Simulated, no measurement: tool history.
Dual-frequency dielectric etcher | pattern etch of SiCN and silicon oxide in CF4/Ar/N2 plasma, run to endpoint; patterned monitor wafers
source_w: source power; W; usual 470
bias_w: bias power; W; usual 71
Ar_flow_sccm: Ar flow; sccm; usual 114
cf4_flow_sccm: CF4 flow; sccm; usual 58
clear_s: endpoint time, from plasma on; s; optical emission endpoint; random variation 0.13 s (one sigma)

run	day	source_w	bias_w	Ar_flow_sccm	cf4_flow_sccm	incoming incoming film thickness, nm	clear_s
1	0.000	470	71	114	58	17.81	22.8
2	1.258	470	71	114	58	17.77	22.8
3	2.308	540	71	114	58	17.90	20.4
4	3.188	470	71	114	58	17.82	22.8
5	4.646	470	71	114	58	17.91	22.9
6	5.150	470	71	114	58	17.86	22.6
7	5.954	570	71	136	58	17.82	19.6
# day 9.492: CF4 flow controller replaced
8	9.512	570	71	136	58	17.80	19.5
9	10.875	570	71	136	58	17.95	19.5
10	11.446	470	71	134	52	17.90	23.4
11	12.662	470	71	134	52	17.79	23.5
# day 15.108: upper electrode replaced
12	16.288	470	54	114	58	17.83	23.3
# day 17.604: wet clean of the chamber
13	17.754	500	64	102	45	17.79	23.5
14	18.792	470	71	97	66	18.01	21.9
15	19.792	470	71	114	58	17.92	22.8
# day 20.325: bias power generator calibrated
16	21.100	520	71	114	53	17.92	21.4
# day 21.883: source power generator calibrated
17	21.904	570	62	114	58	17.96	19.7
# day 22.167: Ar flow controller replaced
18	22.967	470	71	114	58	17.90	22.9
19	24.104	470	60	104	68	17.85	22.5
20	25.492	470	71	140	51	17.85	23.8
21	26.938	470	71	114	58	17.76	22.5
22	27.908	550	66	114	71	17.90	18.9
23	29.067	470	71	124	63	17.95	22.2

5 ways to go on from here, each from the tool as it stands after run 23. What would each give?
A	29.083	440	71	114	58	17.86	?
B	29.083	470	87	121	58	17.86	?
C	29.083	430	71	114	50	17.86	?
D	29.083	350	71	114	58	17.86	?
E	29.083	470	56	114	50	17.86	?

run	clear_s
A	23.4
B	21.2
C	24.7
D	28.7
E	23.9
Without the tool's hidden state the same runs would have given:
run	clear_s
A	24.2
B	22.0
C	25.5
D	29.7
E	24.7

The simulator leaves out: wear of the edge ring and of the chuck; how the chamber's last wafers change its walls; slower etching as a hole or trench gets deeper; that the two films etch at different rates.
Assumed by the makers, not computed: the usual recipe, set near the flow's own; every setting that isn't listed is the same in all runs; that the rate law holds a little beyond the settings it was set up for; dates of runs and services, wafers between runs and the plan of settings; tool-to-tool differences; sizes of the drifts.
